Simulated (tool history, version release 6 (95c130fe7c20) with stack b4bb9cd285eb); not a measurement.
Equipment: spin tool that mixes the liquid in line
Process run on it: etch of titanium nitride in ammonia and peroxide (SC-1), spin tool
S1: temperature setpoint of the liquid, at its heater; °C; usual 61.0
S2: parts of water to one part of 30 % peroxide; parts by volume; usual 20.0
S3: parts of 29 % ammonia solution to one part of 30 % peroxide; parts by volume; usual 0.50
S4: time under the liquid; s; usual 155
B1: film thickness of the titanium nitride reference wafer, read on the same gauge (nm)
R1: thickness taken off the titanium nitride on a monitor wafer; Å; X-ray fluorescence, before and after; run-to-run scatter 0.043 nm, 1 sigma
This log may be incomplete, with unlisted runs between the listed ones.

run,hour,S1,S2,S3,S4,B1,R1
1,0.0,68.0,20.0,0.30,155,120.00,183.0
2,55.2,68.0,20.0,0.30,155,120.00,182.9
3,161.5,61.0,20.0,0.50,155,120.00,129.2
4,220.2,61.0,20.0,0.50,155,120.01,128.9
5,317.4,64.5,15.0,0.50,155,119.99,190.1
6,399.5,64.5,15.0,0.50,155,120.00,190.1
7,485.5,64.5,15.0,0.50,155,120.00,189.4
8,577.3,63.5,14.0,0.45,240,119.99,280.0
9,618.5,65.0,14.5,0.50,155,120.01,198.7
10,674.2,61.0,16.0,0.55,155,120.01,148.4
11,723.2,61.0,20.0,0.50,155,119.99,129.1
12,772.9,70.0,12.5,0.50,155,120.00,295.4
13,823.3,52.5,20.0,0.40,155,120.01,70.2
14,884.6,61.0,25.5,0.65,215,120.00,164.2
15,929.9,66.0,12.0,0.50,155,120.01,235.2
16,986.1,61.0,17.0,0.50,155,120.01,142.4
17,1061.6,52.5,20.0,0.70,215,120.01,107.9
18,1114.6,55.5,20.0,0.50,155,120.00,89.5
19,1164.0,61.0,20.0,0.50,155,120.00,129.0
20,1207.8,61.0,20.0,0.50,155,120.01,130.0
21,1286.1,61.0,20.0,0.50,155,120.01,128.9
22,1343.0,61.0,23.5,0.65,155,120.00,123.6
23,1408.6,67.5,29.5,0.45,155,120.00,153.4
24,1465.4,61.0,11.0,0.50,155,120.01,179.6

Put back what was entered between runs (5 entries, withheld): which listed runs does each sit between, and how does the hidden state differ from the listed run before to the listed run after?
Runs 2 to 3: new drum of ammonia solution connected (hour 104.1)
  nothing in the hidden state changes from one run to the other
Runs 13 to 14: ammonia flow meter replaced (hour 845.9); heated supply line repaired (hour 853.2)
  nothing in the hidden state changes from one run to the other
Runs 14 to 15: thermometer replaced (hour 888.0)
  nothing in the hidden state changes from one run to the other
Runs 16 to 17: new drum of ammonia solution connected (hour 997.3)
  nothing in the hidden state changes from one run to the other
